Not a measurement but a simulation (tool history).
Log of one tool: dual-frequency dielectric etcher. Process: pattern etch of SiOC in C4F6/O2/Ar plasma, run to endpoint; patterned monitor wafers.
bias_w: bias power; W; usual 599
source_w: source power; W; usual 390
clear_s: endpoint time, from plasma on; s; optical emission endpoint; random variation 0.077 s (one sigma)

run	hour	bias_w	source_w	wafers since the last listed run	hours since the last wet clean	hours since the last bias power generator calibration	hours since the last source power generator calibration	hours since the last upper electrode change	incoming incoming film thickness, nm	clear_s
1	0.0	599	390	0	322.1	4132.9	4122.0	2389.0	30.09	10.1
2	34.7	599	390	374	356.8	4167.6	4156.7	2423.7	30.41	10.3
3	47.1	599	390	133	369.2	4180.0	4169.1	2436.1	30.08	10.2
4	66.3	599	350	206	388.4	4199.2	4188.3	2455.3	30.28	10.7
5	87.7	599	350	230	409.8	4220.6	4209.7	2476.7	30.25	10.7
6	116.7	599	350	312	438.8	4249.6	4238.7	2505.7	30.49	10.8
7	129.7	566	390	140	451.8	4262.6	4251.7	2518.7	30.38	10.6
8	145.1	566	390	166	467.2	4278.0	4267.1	2534.1	30.38	10.7
9	170.4	566	390	272	492.5	4303.3	4292.4	2559.4	30.42	10.7
10	209.3	599	390	419	531.4	4342.2	4331.3	2598.3	30.45	10.4
# hour 246.7: wet clean of the chamber
11	247.2	599	390	149	0.5	4380.1	4369.2	2636.2	30.76	10.2
12	264.1	599	390	182	17.4	4397.0	4386.1	2653.1	30.14	10.1
# hour 315.0: upper electrode replaced
13	315.5	599	390	295	68.8	4448.4	4437.5	0.5	29.98	10.1
14	316.6	748	390	11	69.9	4449.5	4438.6	1.6	30.12	9.1
# hour 324.6: bias power generator calibrated
15	341.5	599	390	225	94.8	16.9	4463.5	26.5	30.30	10.0
16	368.4	453	300	289	121.7	43.8	4490.4	53.4	30.34	12.7
17	395.6	672	350	293	148.9	71.0	4517.6	80.6	30.44	10.0
18	415.0	543	450	209	168.3	90.4	4537.0	100.0	30.49	10.1
19	434.1	599	390	205	187.4	109.5	4556.1	119.1	30.18	10.0
# hour 448.0: source power generator calibrated
20	466.2	502	390	302	219.5	141.6	18.2	151.2	30.71	11.1
21	485.2	508	310	204	238.5	160.6	37.2	170.2	30.14	11.9
22	520.6	599	390	381	273.9	196.0	72.6	205.6	30.26	10.4
23	534.7	457	300	151	288.0	210.1	86.7	219.7	30.07	12.7
24	562.3	599	450	297	315.6	237.7	114.3	247.3	30.30	9.6
25	594.5	599	390	347	347.8	269.9	146.5	279.5	30.19	10.2
26	625.0	671	450	328	378.3	300.4	177.0	310.0	30.23	9.3
27	646.5	729	390	231	399.8	321.9	198.5	331.5	30.47	9.6

3 ways to go on from here, each from the tool as it stands after run 27. What would each give?
A	646.9	599	480	4	400.2	322.3	198.9	331.9	30.33	?
B	646.9	693	470	4	400.2	322.3	198.9	331.9	30.33	?
C	646.9	689	480	4	400.2	322.3	198.9	331.9	30.33	?

run	clear_s
A	9.6
B	9.1
C	9.1
Without the tool's hidden state the same runs would have given:
run	clear_s
A	9.3
B	8.8
C	8.8
